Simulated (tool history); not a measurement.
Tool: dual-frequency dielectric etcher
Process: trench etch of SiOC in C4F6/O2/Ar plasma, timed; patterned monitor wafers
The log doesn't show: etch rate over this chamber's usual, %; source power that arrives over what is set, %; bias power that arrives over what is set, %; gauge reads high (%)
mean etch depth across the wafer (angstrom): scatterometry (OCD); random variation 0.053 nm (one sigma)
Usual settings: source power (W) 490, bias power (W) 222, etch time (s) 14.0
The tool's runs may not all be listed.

run,day,source power (W),bias power (W),etch time (s),wafers since the last listed run,hours since the last wet clean,hours since the last source power generator calibration,hours since the last bias power generator calibration,hours since the last upper electrode change,hours since the gauge calibration,"read-back reference wafer on the same gauge, depth_nm",mean etch depth across the wafer (angstrom)
1,0.000,490,222,14.0,0,72.2,3565.7,4600.4,2796.0,57.6,40.90,362.4
2,2.462,490,222,14.0,678,131.3,3624.8,4659.5,2855.1,116.7,40.90,362.3
3,6.375,490,222,14.0,1078,225.2,3718.7,4753.4,2949.0,210.6,40.89,364.8
4,8.383,490,253,14.0,553,273.4,3766.9,4801.6,2997.2,258.8,40.90,381.7
5,11.700,490,242,14.0,914,353.0,3846.5,4881.2,3076.8,338.4,40.91,377.6
# day 13.354: wet clean of the chamber
6,13.767,490,222,14.0,294,9.9,3896.1,4930.8,3126.4,388.0,40.91,362.2
7,16.588,490,222,14.0,777,77.6,3963.8,4998.5,3194.1,455.7,40.89,364.5
8,20.483,490,222,15.5,1074,171.1,4057.3,5092.0,3287.6,549.2,40.90,404.3
# day 24.371: upper electrode replaced
9,24.650,490,244,12.5,873,271.1,4157.3,5192.0,6.7,649.2,40.91,339.3
10,27.650,490,244,12.5,827,343.1,4229.3,5264.0,78.7,721.2,40.91,340.5
# day 30.246: wet clean of the chamber
11,31.850,490,222,14.0,882,38.5,4330.1,5364.8,179.5,822.0,40.91,364.4
12,36.033,600,172,10.5,1153,138.9,4430.5,5465.2,279.9,922.4,40.91,273.5
# day 36.712: gauge calibrated
13,37.571,600,172,10.5,423,175.8,4467.4,5502.1,316.8,20.6,40.90,274.7
# day 39.521: source power generator calibrated
14,40.233,590,222,11.5,688,239.7,17.1,5566.0,380.7,84.5,40.90,315.0
15,41.771,540,207,11.5,423,276.6,54.0,5602.9,417.6,121.4,40.89,299.4
# day 44.892: wet clean of the chamber
16,45.404,570,239,11.5,726,12.3,141.2,5690.1,504.8,208.6,40.90,315.2
# day 46.475: bias power generator calibrated
17,47.054,610,237,16.0,408,51.9,180.8,13.9,544.4,248.2,40.89,448.2
18,49.362,490,222,14.0,636,107.3,236.2,69.3,599.8,303.6,40.90,356.9
19,53.004,520,178,10.5,1004,194.7,323.6,156.7,687.2,391.0,40.89,256.2
20,56.117,490,222,14.0,858,269.4,398.3,231.4,761.9,465.7,40.89,360.3
21,58.333,490,254,14.0,611,322.6,451.5,284.6,815.1,518.9,40.90,375.6
22,59.925,490,240,14.0,438,360.8,489.7,322.8,853.3,557.1,40.91,370.6

What the log doesn't show, run by run:
bias power that arrives over what is set, %: 0 in every run
gauge reads high (%): 0 in every run
H1: etch rate over this chamber's usual, %
H2: source power that arrives over what is set, %
run,H1,H2
1,0.171,4.44
2,0.446,4.57
3,0.884,4.77
4,1.11,4.88
5,1.48,5.06
6,0.126,5.18
7,0.442,5.34
8,0.878,5.56
9,1.34,5.81
10,1.68,5.99
11,0.205,6.25
12,0.673,6.51
13,0.845,6.61
14,1.14,-1.11
15,1.31,-1.11
16,0.171,-1.1
17,0.356,-1.1
18,0.614,-1.09
19,1.02,-1.08
20,1.37,-1.06
21,1.62,-1.05
22,1.8,-1.04

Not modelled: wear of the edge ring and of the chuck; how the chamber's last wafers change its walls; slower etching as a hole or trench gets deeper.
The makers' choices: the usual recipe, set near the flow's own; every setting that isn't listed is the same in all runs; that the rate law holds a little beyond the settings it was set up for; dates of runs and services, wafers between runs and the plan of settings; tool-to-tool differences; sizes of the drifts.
